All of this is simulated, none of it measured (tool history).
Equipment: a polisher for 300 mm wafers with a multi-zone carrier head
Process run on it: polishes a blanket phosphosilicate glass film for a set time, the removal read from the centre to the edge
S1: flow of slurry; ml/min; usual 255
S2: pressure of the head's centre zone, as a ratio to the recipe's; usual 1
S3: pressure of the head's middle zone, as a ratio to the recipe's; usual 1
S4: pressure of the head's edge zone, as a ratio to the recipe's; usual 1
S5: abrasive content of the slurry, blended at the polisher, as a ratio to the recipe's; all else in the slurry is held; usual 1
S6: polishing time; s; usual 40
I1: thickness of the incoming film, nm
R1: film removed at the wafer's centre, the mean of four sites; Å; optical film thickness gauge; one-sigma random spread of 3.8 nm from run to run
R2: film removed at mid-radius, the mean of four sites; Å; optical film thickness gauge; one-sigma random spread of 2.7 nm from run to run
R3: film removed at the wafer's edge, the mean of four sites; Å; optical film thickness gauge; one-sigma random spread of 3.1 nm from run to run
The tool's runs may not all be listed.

run,hour,S1,S2,S3,S4,S5,S6,I1,R1,R2,R3
1,0,255,1,1,1,1,50,4303.5,3366,3259,3345
2,39.7,255,1,1,1,1,50,4368.3,3290,3212,3303
3,112.9,255,1,1,1,1,40,4296.8,2555,2478,2594
4,176.8,255,1,1,1,1,40,4260.9,2554,2464,2584
# hour 226.7: worn pad replaced by a new one
5,273.2,255,1,1,1,1,40,4282.3,2377,2324,2343
# hour 339.1: slurry nozzle cleaned
6,406.4,200,1,1,1,1,40,4372,2267,2200,2305
# hour 463.1: carrier head's membrane replaced by a new one
7,463.6,200,1,1,1,1,40,4295.2,2195,2143,2248
# hour 496.9: edge zone pressure recalibrated
8,551.8,255,1,1,1,1,40,4375.7,2219,2083,2219
# hour 584: worn pad replaced by a new one, repeated, since the last time left the tool worse
9,657.5,255,1,1,1,1,40,4320.4,2588,2485,2624
# hour 723.5: centre zone pressure recalibrated
10,725.9,255,1,0.92,1.05,1,40,4346.3,2547,2380,2619
# hour 761.5: slurry nozzle cleaned
11,778.8,255,0.94,1,0.93,1,49,4334.8,2905,3100,3009
12,826.5,320,1,1,1,1,45,4329.1,2910,2789,2857
13,877,255,1,1,1,1,40,4314.9,2483,2348,2510
# hour 938.4: worn pad replaced by a new one
14,947.5,290,1,1,1.06,0.85,40,4323.5,2506,2428,2595
15,986,255,1,1,1,1,33,4361.7,2190,2080,2201
16,1090.8,170,1,1,1,1.2,30,4276,1942,1946,2001
# hour 1134.6: edge zone pressure recalibrated
# hour 1165.5: slurry nozzle cleaned
# hour 1281.5: worn pad replaced by a new one
17,1282,195,1,0.9,1,1,40,4262.2,2548,2336,2588
18,1322.5,255,1,1,1,1,40,4316,2674,2567,2696
19,1484.2,255,1,1,1.04,1.1,53,4288.9,3518,3465,3535
20,1520.8,255,0.94,0.9,0.91,1,52,4298.5,3074,2996,3154
21,1571.4,255,1.08,1,1.06,1,40,4302.6,2703,2419,2567

4 ways to go on from here, each from the tool as it stands after run 21. What would each give?
A,1571.8,255,1,1,1,1,40,4291,?,?,?
B,1571.8,190,0.91,0.89,1,1,40,4291,?,?,?
C,1571.8,255,0.93,0.89,1,1,40,4291,?,?,?
D,1571.8,295,1,0.9,0.96,0.7,40,4291,?,?,?

run,R1,R2,R3
A,2534,2460,2511
B,2231,2247,2461
C,2354,2312,2513
D,2243,2056,2173
With the hidden condition removed and each run's random variation left untouched, the same runs would have given:
run,R1,R2,R3
A,2693,2614,2668
B,2371,2388,2615
C,2502,2457,2671
D,2383,2185,2309
